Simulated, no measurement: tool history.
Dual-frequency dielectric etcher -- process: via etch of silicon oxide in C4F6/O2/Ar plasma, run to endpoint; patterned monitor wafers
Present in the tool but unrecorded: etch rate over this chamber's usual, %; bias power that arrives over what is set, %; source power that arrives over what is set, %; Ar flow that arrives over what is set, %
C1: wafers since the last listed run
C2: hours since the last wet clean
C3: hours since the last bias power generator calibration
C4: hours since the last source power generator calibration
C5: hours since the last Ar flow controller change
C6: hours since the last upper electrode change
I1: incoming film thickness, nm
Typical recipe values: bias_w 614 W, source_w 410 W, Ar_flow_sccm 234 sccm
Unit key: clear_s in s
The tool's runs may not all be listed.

Run 1, hour 0: usual settings; C1 0; C2 166.3; C3 2641.8; C4 233.3; C5 2244.7; C6 1381.7; I1 89. Result: clear_s 16.8 s.
Run 2, hour 40: usual settings; C1 703; C2 206.3; C3 2681.8; C4 273.3; C5 2284.7; C6 1421.7; I1 89.1. Result: clear_s 16.8 s.
Run 3, hour 143.1: usual settings; C1 1812; C2 309.4; C3 2784.9; C4 376.4; C5 2387.8; C6 1524.8; I1 89.4. Result: clear_s 16.5 s.
Run 4, hour 230.5: usual settings; C1 1536; C2 396.8; C3 2872.3; C4 463.8; C5 2475.2; C6 1612.2; I1 89.9. Result: clear_s 16.7 s.
At hour 274.8: Ar flow controller replaced.
Run 5, hour 290.1: usual settings; C1 942; C2 456.4; C3 2931.9; C4 523.4; C5 15.3; C6 1671.8; I1 89.4. Result: clear_s 16.4 s.
Run 6, hour 354.4: usual settings but bias_w 712 W, Ar_flow_sccm 270 sccm; C1 1130; C2 520.7; C3 2996.2; C4 587.7; C5 79.6; C6 1736.1; I1 89.1. Result: clear_s 15.5 s.
Run 7, hour 456: usual settings; C1 1786; C2 622.3; C3 3097.8; C4 689.3; C5 181.2; C6 1837.7; I1 87.9. Result: clear_s 16.2 s.
At hour 541.8: wet clean of the chamber.
Run 8, hour 555.4: usual settings but bias_w 546 W; C1 1325; C2 13.6; C3 3197.2; C4 788.7; C5 280.6; C6 1937.1; I1 89.9. Result: clear_s 17.9 s.
Run 9, hour 622.2: usual settings; C1 1174; C2 80.4; C3 3264; C4 855.5; C5 347.4; C6 2003.9; I1 89.4. Result: clear_s 16.8 s.
Run 10, hour 664.2: usual settings; C1 738; C2 122.4; C3 3306; C4 897.5; C5 389.4; C6 2045.9; I1 88. Result: clear_s 16.7 s.
Run 11, hour 746.5: usual settings; C1 1447; C2 204.7; C3 3388.3; C4 979.8; C5 471.7; C6 2128.2; I1 90.4. Result: clear_s 17.1 s.
Run 12, hour 850.6: usual settings but bias_w 722 W, source_w 340 W; C1 1830; C2 308.8; C3 3492.4; C4 1083.9; C5 575.8; C6 2232.3; I1 90. Result: clear_s 16.2 s.
At hour 923.4: bias power generator calibrated.
Run 13, hour 926.5: usual settings but bias_w 494 W, source_w 480 W, Ar_flow_sccm 283 sccm; C1 1264; C2 384.7; C3 3.1; C4 1159.8; C5 651.7; C6 2308.2; I1 89.3. Result: clear_s 18.1 s.
Run 14, hour 963.3: usual settings but bias_w 652 W, source_w 340 W; C1 647; C2 421.5; C3 39.9; C4 1196.6; C5 688.5; C6 2345; I1 89.9. Result: clear_s 17.1 s.
Run 15, hour 1039.9: usual settings; C1 1346; C2 498.1; C3 116.5; C4 1273.2; C5 765.1; C6 2421.6; I1 90.1. Result: clear_s 16.6 s.
Run 16, hour 1120.1: usual settings but bias_w 722 W, source_w 340 W; C1 1410; C2 578.3; C3 196.7; C4 1353.4; C5 845.3; C6 2501.8; I1 89.5. Result: clear_s 16 s.
Run 17, hour 1204.7: usual settings but bias_w 717 W, source_w 510 W; C1 1487; C2 662.9; C3 281.3; C4 1438; C5 929.9; C6 2586.4; I1 89.3. Result: clear_s 14.1 s.
At hour 1248: source power generator calibrated.
At hour 1283.9: wet clean of the chamber.
At hour 1295.9: upper electrode replaced.
Run 18, hour 1296.4: usual settings but Ar_flow_sccm 219 sccm; C1 909; C2 12.5; C3 373; C4 48.4; C5 1021.6; C6 0.5; I1 88.4. Result: clear_s 16.7 s.
Run 19, hour 1362.4: usual settings but bias_w 723 W, source_w 440 W, Ar_flow_sccm 279 sccm; C1 1160; C2 78.5; C3 439; C4 114.4; C5 1087.6; C6 66.5; I1 89.3. Result: clear_s 15.4 s.
Run 20, hour 1401.7: usual settings but source_w 510 W; C1 691; C2 117.8; C3 478.3; C4 153.7; C5 1126.9; C6 105.8; I1 90.6. Result: clear_s 16 s.
Run 21, hour 1486.9: usual settings but bias_w 510 W, source_w 470 W, Ar_flow_sccm 268 sccm; C1 1498; C2 203; C3 563.5; C4 238.9; C5 1212.1; C6 191; I1 88.9. Result: clear_s 17.9 s.
Run 22, hour 1584: usual settings but bias_w 491 W, Ar_flow_sccm 178 sccm; C1 1707; C2 300.1; C3 660.6; C4 336; C5 1309.2; C6 288.1; I1 89.8. Result: clear_s 18.3 s.
Run 23, hour 1674.6: usual settings but bias_w 706 W, source_w 340 W, Ar_flow_sccm 292 sccm; C1 1593; C2 390.7; C3 751.2; C4 426.6; C5 1399.8; C6 378.7; I1 88.9. Result: clear_s 16.5 s.
Run 24, hour 1742: usual settings but bias_w 551 W, Ar_flow_sccm 280 sccm; C1 1185; C2 458.1; C3 818.6; C4 494; C5 1467.2; C6 446.1; I1 88.7. Result: clear_s 17.8 s.
At hour 1898.3: wet clean of the chamber.
Run 25, hour 1965.8: usual settings but source_w 500 W; C1 3513; C2 67.5; C3 1042.4; C4 717.8; C5 1691; C6 669.9; I1 88.5. Result: clear_s 15.5 s.
Run 26, hour 2028.4: usual settings but bias_w 731 W, source_w 310 W; C1 1100; C2 130.1; C3 1105; C4 780.4; C5 1753.6; C6 732.5; I1 88.5. Result: clear_s 16.3 s.
Run 27, hour 2113.2: usual settings; C1 1491; C2 214.9; C3 1189.8; C4 865.2; C5 1838.4; C6 817.3; I1 88.7. Result: clear_s 16.3 s.
Run 28, hour 2214.4: usual settings but bias_w 519 W, source_w 370 W, Ar_flow_sccm 205 sccm; C1 1779; C2 316.1; C3 1291; C4 966.4; C5 1939.6; C6 918.5; I1 90.1. Result: clear_s 18.3 s.

Pick out some run-to-run changes in clear_s. Of each, how much would a tool without hidden state show as well, from the settings, what came in and chance, and how much is left for the hidden state and any gauge scatter not in both results compared?
Run 7 -> 8: bias_w 614 -> 546, wet clean of the chamber. clear_s +1.7 s: hidden state +0.6, all else +1.1.
Run 17 -> 18: bias_w 717 -> 614, source_w 510 -> 410, Ar_flow_sccm 234 -> 219, source power generator calibrated, wet clean of the chamber, upper electrode replaced. clear_s +2.6 s: hidden state +0.5, all else +2.1.
Run 24 -> 25: bias_w 551 -> 614, source_w 410 -> 500, Ar_flow_sccm 280 -> 234, wet clean of the chamber. clear_s -2.3 s: hidden state +0.2, all else -2.5.

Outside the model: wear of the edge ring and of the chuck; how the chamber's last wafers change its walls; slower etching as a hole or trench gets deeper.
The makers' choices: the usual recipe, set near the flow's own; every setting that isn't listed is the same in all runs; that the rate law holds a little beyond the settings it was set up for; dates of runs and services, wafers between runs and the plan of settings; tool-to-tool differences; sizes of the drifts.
